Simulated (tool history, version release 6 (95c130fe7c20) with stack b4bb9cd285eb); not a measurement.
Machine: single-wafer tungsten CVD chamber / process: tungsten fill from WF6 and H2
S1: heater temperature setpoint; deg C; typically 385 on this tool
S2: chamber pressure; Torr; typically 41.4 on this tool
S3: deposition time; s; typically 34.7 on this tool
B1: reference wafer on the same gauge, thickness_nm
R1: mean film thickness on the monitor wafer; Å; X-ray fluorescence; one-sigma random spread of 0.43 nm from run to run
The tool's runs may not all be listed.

run    hour   S1    S2    S3      B1      R1
  1       0  385  41.4  34.7   66.22  775.97
  2   103.6  385  41.4  34.7   66.18  784.05
  3   141.1  385  41.4  34.7  66.087  773.11
  4   245.2  385  41.4  34.7  66.178  785.55
  5   346.6  385  41.4  34.7  66.164  781.93
  6   527.7  385  41.4  34.7  66.184   778.2
      708.1  -- capacitance manometer re-zeroed and calibrated
        771  -- gauge calibrated
  7   774.7  385  41.4  34.7  66.204   767.6
  8   860.9  385  41.4  34.7  66.156  761.18
      971.4  -- showerhead replaced, of another model than before
  9   971.9  385  41.4  34.7  66.187  768.69
 10  1009.3  385  41.4  34.7  66.137  770.21
 11  1048.3  385  41.4  34.7  66.164  767.15
 12  1121.8  371  45.9  29.5  66.286  517.54
     1149.9  -- thermocouple changed; heater temperature recalibrated
 13  1401.3  396  46.8  34.7  66.195  991.45
 14  1479.2  385  41.4  34.7  66.252  802.01
 15  1535.8  385  41.4  34.7  66.091  799.48
     1569.7  -- capacitance manometer re-zeroed and calibrated
 16  1629.1  390    51  36.9  66.189  975.48
 17  1728.9  385  41.4  38.5   66.26  872.88
 18  1827.3  380  33.3  31.2  66.139  626.72
 19  1907.4  385  41.4  30.1   66.17  689.22
 20  1987.1  379  48.4  32.6  66.322  698.04
 21    2040  396  46.7  34.7  66.236  994.05
 22  2088.7  377  34.2  31.8  66.294  608.89

Predict each of these 5 candidate next runs independently; none follows another, all start after run 22:
  A  2089.1  385  41.4  34.7   ?   ?
  B  2089.1  391  41.4  31.7   ?   ?
  C  2089.1  389    33  28.7   ?   ?
  D  2089.1  397  41.4  34.7   ?   ?
  E  2089.1  396    34  34.7   ?   ?

run      B1      R1
  A  66.196  790.75
  B  66.196   801.7
  C  66.196  666.77
  D  66.196  970.83
  E  66.196   914.1
The same runs, with their run-to-run variation unchanged, on a tool lacking any hidden condition would have given:
run      R1
  A   799.8
  B  810.62
  C  674.32
  D  981.35
  E  924.02

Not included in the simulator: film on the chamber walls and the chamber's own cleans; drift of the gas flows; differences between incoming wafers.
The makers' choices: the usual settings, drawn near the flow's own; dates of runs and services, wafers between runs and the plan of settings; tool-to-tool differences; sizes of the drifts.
